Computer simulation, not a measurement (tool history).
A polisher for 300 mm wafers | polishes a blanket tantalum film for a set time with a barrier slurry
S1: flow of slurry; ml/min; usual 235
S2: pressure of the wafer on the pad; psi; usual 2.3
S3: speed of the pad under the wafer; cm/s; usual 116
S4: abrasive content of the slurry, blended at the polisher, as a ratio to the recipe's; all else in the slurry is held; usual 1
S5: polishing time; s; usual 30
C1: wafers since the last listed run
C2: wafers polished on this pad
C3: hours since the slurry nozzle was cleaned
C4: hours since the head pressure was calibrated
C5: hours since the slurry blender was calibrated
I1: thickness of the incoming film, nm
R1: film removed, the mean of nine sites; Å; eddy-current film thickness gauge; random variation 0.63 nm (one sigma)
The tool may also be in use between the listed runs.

run     day   S1   S2   S3    S4  S5   C1    C2     C3      C4     C5     I1    R1
  1       0  235  2.3  116     1  30    0  1168  128.5   928.4   44.6  194.2   698
  2    0.25  235  2.3  116     1  30   62  1230  134.5   934.4   50.6  189.3   719
      0.725  -- worn pad replaced by a new one
  3   0.746  235  2.3  116     1  30   82     5  146.4   946.3   62.5    190   701
  4   1.262  235  2.3  116     1  30  129   134  158.8   958.7   74.9  189.5   706
  5   1.646  235  2.3  116     1  30   96   231    168   967.9   84.1  190.7   714
  6    1.95  235  2.3  116     1  30   76   307  175.3   975.2   91.4  192.6   711
  7   2.479  235  2.3  116     1  30  132   440    188   987.9  104.1  192.7   706
  8   3.421  235  2.3  116     1  30  236   676  210.6  1010.5  126.7  192.4   707
  9   4.158  235  2.3  116     1  30  184   861  228.3  1028.2  144.4    190   708
 10   4.754  195  2.3  116     1  30  149  1010  242.6  1042.5  158.7  189.2   681
 11   5.312  195  2.3  116     1  30  140  1150    256  1055.9  172.1  189.7   698
      5.858  -- worn pad replaced by a new one
 12   5.879  195  2.3  116     1  30  100     5  269.6  1069.5  185.7    189   682
      7.233  -- slurry nozzle cleaned
      7.296  -- slurry blender recalibrated
 13   7.883  280  2.3   98     1  30  476   481   15.6  1117.6   14.1  189.9   625
 14   8.471  235  2.3  116   1.2  30  147   629   29.7  1131.7   28.2  188.4   752
     10.508  -- worn pad replaced by a new one
 15  10.625  235    3  116     1  39  498    28   81.4  1183.4   79.9  189.4  1205
 16  10.912  190  2.3  116   1.3  30   72   100   88.3  1190.3   86.8  190.4   736
 17  11.408  235  2.3  144     1  30  124   225  100.2  1202.2   98.7  190.9   886
 18  11.958  270  2.6  116     1  30  137   363  113.4  1215.4  111.9  191.3   817
     12.717  -- head pressure recalibrated
 19  12.738  260  2.9   88     1  37  174   537  132.1     0.5  130.6  189.3   892
 20  13.325  285  2.3  116     1  30  147   685  146.2    14.6  144.7  191.4   772
 21  14.012  195  2.3  116     1  30  172   857  162.7    31.1  161.2  193.8   742
 22  14.379  235  2.3  152     1  21   91   949  171.5    39.9    170  186.2   701
 23  14.908  235  1.7  116     1  30  132  1082  184.2    52.6  182.7  187.8   575
     14.996  -- slurry blender recalibrated
     15.958  -- worn pad replaced by a new one
 24  16.771  235  2.3  116     1  30  404   204  228.9    97.3   42.6    189   784
 25  17.179  210  2.3  104     1  30  102   306  238.7   107.1   52.4  188.4   680
     17.883  -- head pressure recalibrated, repeated, since the last time left the tool worse
 26  17.904  235  1.6   98  1.15  30  160   467  256.1     0.5   69.8  191.9   416
 27  18.433  185  2.6  116  0.75  30  132   600  268.8    13.2   82.5  193.7   661
 28  19.175  315  3.1  154     1  26  186   786  286.6      31  100.3  186.3  1085
     19.604  -- slurry nozzle cleaned
 29  19.742  235  2.3  116     1  33  131   917    3.3    44.6  113.9  189.2   744
 30  20.175  235  2.3  116     1  30  108  1026   13.7      55  124.3  189.4   680
 31  20.696  235  2.3   88     1  30  130  1157   26.2    67.5  136.8  188.5   520

Some steps in R1 between neighbouring runs. How much of each would the tool show without its hidden state too (settings, what came in, random variation), and how much is left for the hidden state, with any gauge scatter that isn't in both results?
The hidden state here: removal rate lost through wear of the pad, %; slurry flow missing at the pad, %; deviation of the head's pressure from its setpoint, %; abrasive missing from the slurry, %.
Run 14 -> 15: S2 2.3 -> 3, S4 1.2 -> 1, S5 30 -> 39, worn pad replaced by a new one. R1 +453 Å: hidden state +29, all else +424.
Run 15 -> 16: S1 235 -> 190, S2 3 -> 2.3, S4 1 -> 1.3, S5 39 -> 30. R1 -469 Å: hidden state -29, all else -440.
Run 18 -> 19: S1 270 -> 260, S2 2.6 -> 2.9, S3 116 -> 88, S5 30 -> 37, head pressure recalibrated. R1 +75 Å: hidden state +58, all else +17.
Run 25 -> 26: S1 210 -> 235, S2 2.3 -> 1.6, S3 104 -> 98, S4 1 -> 1.15, head pressure recalibrated, repeated, since the last time left the tool worse. R1 -264 Å: hidden state -86, all else -178.
Run 27 -> 28: S1 185 -> 315, S2 2.6 -> 3.1, S3 116 -> 154, S4 0.75 -> 1, S5 30 -> 26. R1 +424 Å: hidden state +7, all else +417.

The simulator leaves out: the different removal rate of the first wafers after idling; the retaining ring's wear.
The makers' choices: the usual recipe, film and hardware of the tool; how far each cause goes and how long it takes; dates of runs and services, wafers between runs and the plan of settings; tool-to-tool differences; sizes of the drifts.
